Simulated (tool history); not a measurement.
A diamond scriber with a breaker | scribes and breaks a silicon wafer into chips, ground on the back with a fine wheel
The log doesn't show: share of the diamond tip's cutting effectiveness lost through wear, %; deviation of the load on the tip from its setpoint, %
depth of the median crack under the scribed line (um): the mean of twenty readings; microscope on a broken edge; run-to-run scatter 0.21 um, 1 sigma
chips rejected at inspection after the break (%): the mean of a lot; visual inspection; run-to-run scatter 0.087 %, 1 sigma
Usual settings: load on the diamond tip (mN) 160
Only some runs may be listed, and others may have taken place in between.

run	hour	load on the diamond tip (mN)	wafers since the last listed run	hours since the diamond tip was replaced	hours since the load on the tip was calibrated	incoming depth of the damage left on the back of the incoming wafer, um	depth of the median crack under the scribed line (um)	chips rejected at inspection after the break (%)
1	0	160	0	59.2	1005.4	2.45	12.33	1.5
2	25.5	160	69	84.7	1030.9	2.93	12.34	2.17
3	97.1	160	194	156.3	1102.5	2.12	12.13	1.25
4	152	160	149	211.2	1157.4	1.58	12.04	1.27
5	190.8	160	105	250	1196.2	1.57	11.8	1.58
6	282.5	160	249	341.7	1287.9	1.74	10.8	3.08
7	318	160	96	377.2	1323.4	1.69	10.89	4.11
8	356.1	160	103	415.3	1361.5	2.72	10.39	7.78
9	394.9	160	105	454.1	1400.3	1.51	10.44	7.58
# hour 402.2: diamond tip replaced by a new one
10	462.3	187	177	60.1	1467.7	2.6	14.52	5.36
11	514.6	160	142	112.4	1520	2.56	12.36	1.46
# hour 521.7: load on the tip recalibrated
12	571.5	160	149	169.3	49.8	1.56	11.85	0.81
13	620	160	131	217.8	98.3	2.96	12.15	2.62
14	661.3	121	112	259.1	139.6	1.76	8.05	32.77
15	720	197	159	317.8	198.3	2.41	14.25	5.7
16	754.4	160	93	352.2	232.7	2.23	11.36	3.2
17	782.2	185	75	380	260.5	1.71	13.26	1.27
18	892.6	194	299	490.4	370.9	1.69	12.62	0.75
# hour 937.9: diamond tip replaced by a new one
19	977.1	160	224	39.2	455.4	2.17	12.32	1.24
20	1040.7	181	172	102.8	519	2.62	13.84	4.54
21	1143	136	277	205.1	621.3	1.68	9.75	12.34
22	1205.3	160	169	267.4	683.6	2.61	11.81	2.85
23	1231.4	112	70	293.5	709.7	2.62	6.93	50.35
24	1268.2	175	99	330.3	746.5	2.19	12.71	0.98
25	1297.7	160	80	359.8	776	2.8	11.04	5.15
26	1352.2	205	148	414.3	830.5	1.58	14.22	3.78
27	1385.6	146	90	447.7	863.9	2.66	9.21	17.39

Branching from run 27: 5 alternative next runs. What would each branch give?
A	1386.2	160	1	448.3	864.5	1.76	?	?
B	1386.2	196	1	448.3	864.5	1.76	?	?
C	1386.2	144	1	448.3	864.5	1.76	?	?
D	1386.2	142	1	448.3	864.5	1.76	?	?
E	1386.2	141	1	448.3	864.5	1.76	?	?

run	depth of the median crack under the scribed line (um)	chips rejected at inspection after the break (%)
A	10.91	6.32
B	13.54	1.21
C	9.63	16.71
D	9.47	18.48
E	9.39	19.4
With the hidden condition removed and each run's random variation left untouched, the same runs would have given:
run	depth of the median crack under the scribed line (um)	chips rejected at inspection after the break (%)
A	12.87	0.74
B	15.98	9.63
C	11.37	3.94
D	11.18	4.86
E	11.08	5.37
